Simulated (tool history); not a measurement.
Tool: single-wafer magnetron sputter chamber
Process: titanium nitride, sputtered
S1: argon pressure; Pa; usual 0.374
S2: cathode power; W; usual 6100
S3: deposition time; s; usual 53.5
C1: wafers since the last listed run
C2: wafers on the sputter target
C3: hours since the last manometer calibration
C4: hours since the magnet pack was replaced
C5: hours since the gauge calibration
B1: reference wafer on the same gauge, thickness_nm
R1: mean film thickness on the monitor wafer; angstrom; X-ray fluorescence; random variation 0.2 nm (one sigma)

run    hour     S1    S2    S3    C1     C2      C3      C4      C5      B1      R1
  1       0  0.374  6850  53.5     0   3169   212.6  8090.8   987.4  50.222  644.31
  2   107.9  0.374  6850  53.5  1972   5141   320.5  8198.7  1095.3  50.232   639.6
  3   199.4  0.374  6850  53.5  1672   6814     412  8290.2  1186.8  50.216  640.52
  4   283.1  0.374  6100  53.5  1530   8344   495.7  8373.9  1270.5  50.263  563.33
  5   351.9  0.374  6100  53.5  1257   9602   564.5  8442.7  1339.3  50.236     566
  6   399.8  0.374  6100  53.5   875  10478   612.4  8490.6  1387.2  50.268  563.42
  7   463.6  0.374  6100  53.5  1166  11644   676.2  8554.4    1451  50.214  562.09
      520.4  -- sputter target and shields replaced
  8   567.1  0.374  6100  53.5  1745    854   779.7  8657.9  1554.5  50.237   590.4
  9   630.3  0.279  6100  53.5  1155   2009   842.9  8721.1  1617.7   50.19  601.04
 10   725.4  0.374  6100    58  1738   3748     938  8816.2  1712.8  50.176  622.07
 11   824.6  0.374  6100    58  1813   5561  1037.2  8915.4    1812  50.241  623.57
 12   924.8  0.374  6100    58  1831   7393  1137.4  9015.6  1912.2  50.273  621.56
 13    1011  0.374  6100  53.5  1575   8969  1223.6  9101.8  1998.4  50.153  569.16
 14    1070  0.374  6100  53.5  1078  10048  1282.6  9160.8  2057.4  50.229  570.89
 15  1145.4  0.433  6100  53.5  1378  11426    1358  9236.2  2132.8  50.183  557.64
 16    1195  0.519  6600  53.5   906  12333  1407.6  9285.8  2182.4  50.158  589.98
     1214.5  -- sputter target and shields replaced
 17  1291.9  0.313  6550  53.5  1625   1415  1504.5  9382.7  2279.3  50.214     644
     1309.8  -- gauge calibrated
 18  1332.8  0.256  5400  61.6   747   2163  1545.4  9423.6      23  50.167  612.53
 19    1409  0.374  6100  53.5  1393   3556  1621.6  9499.8    99.2  50.211  582.41
 20  1468.5  0.516  7100  53.5  1087   4644  1681.1  9559.3   158.7  50.218  642.13
 21  1513.7  0.374  6100  53.5   826   5470  1726.3  9604.5   203.9  50.196  578.88
 22  1586.2  0.374  6100  53.5  1325   6796  1798.8    9677   276.4  50.205  573.51
 23  1679.1  0.374  6100  53.5  1698   8494  1891.7  9769.9   369.3  50.178  571.25
 24  1730.9  0.311  6550  61.1   946   9441  1943.5  9821.7   421.1  50.288  716.98
     1830.8  -- capacitance manometer re-zeroed and calibrated
 25  1832.9  0.321  4850  53.5  1718  11159     2.1  9923.7   523.1  50.197  456.75
     1846.6  -- magnet pack replaced
 26    1871  0.473  7250  53.5   550  11710    40.2    24.4   561.2  50.188  648.77
     1913.7  -- sputter target and shields replaced
 27  2183.9  0.374  6100    58  5574   4939   353.1   337.3   874.1  50.198  620.19
 28  2278.1  0.259  5000  45.9  1722   6661   447.3   431.5   968.3  50.231  416.43
 29  2334.7  0.374  6100    58  1034   7696   503.9   488.1  1024.9  50.223  611.01
 30  2375.2  0.503  4950  63.9   740   8437   544.4   528.6  1065.4  50.211  525.22
 31  2456.5  0.374  6100  53.5  1486   9923   625.7   609.9  1146.7  50.166  565.64
     2472.1  -- sputter target and shields replaced
 32  2510.6  0.304  6100    48   842    704   679.8     664  1200.8  50.231  537.13
 33  2581.9  0.374  5350  53.5  1303   2008   751.1   735.3  1272.1   50.18  510.29
 34    2641  0.374  6100  53.5  1080   3088   810.2   794.4  1331.2  50.215  577.54

What the log doesn't show, run by run:
gauge reads high (%): 0, the same for each run
H1: deposition rate above that of a new target (%)
H2: true argon pressure above the setpoint (%)
run      H1     H2
  1   -3.12  -1.67
  2   -3.97  -1.83
  3   -4.42  -2.01
  4    -4.7  -2.22
  5   -4.85  -2.41
  6   -4.94  -2.57
  7   -5.02  -2.79
  8  -0.993   -3.2
  9   -1.99  -3.48
 10   -3.02  -3.94
 11   -3.71  -4.47
 12   -4.15  -5.06
 13   -4.39  -5.61
 14   -4.51  -6.01
 15   -4.62  -6.55
 16   -4.67  -6.92
 17   -1.78  -7.69
 18   -2.37  -8.02
 19    -3.2  -8.68
 20   -3.67  -9.21
 21   -3.96  -9.63
 22    -4.3  -10.3
 23    -4.6  -11.3
 24   -4.72  -11.8
 25   -4.88  -1.33
 26   -4.93  -1.34
 27   -3.62  -1.67
 28    -4.1  -1.87
 29   -4.31  -2.02
 30   -4.43  -2.14
 31    -4.6  -2.39
 32  -0.962  -2.59
 33    -2.1  -2.86
 34    -2.8  -3.11

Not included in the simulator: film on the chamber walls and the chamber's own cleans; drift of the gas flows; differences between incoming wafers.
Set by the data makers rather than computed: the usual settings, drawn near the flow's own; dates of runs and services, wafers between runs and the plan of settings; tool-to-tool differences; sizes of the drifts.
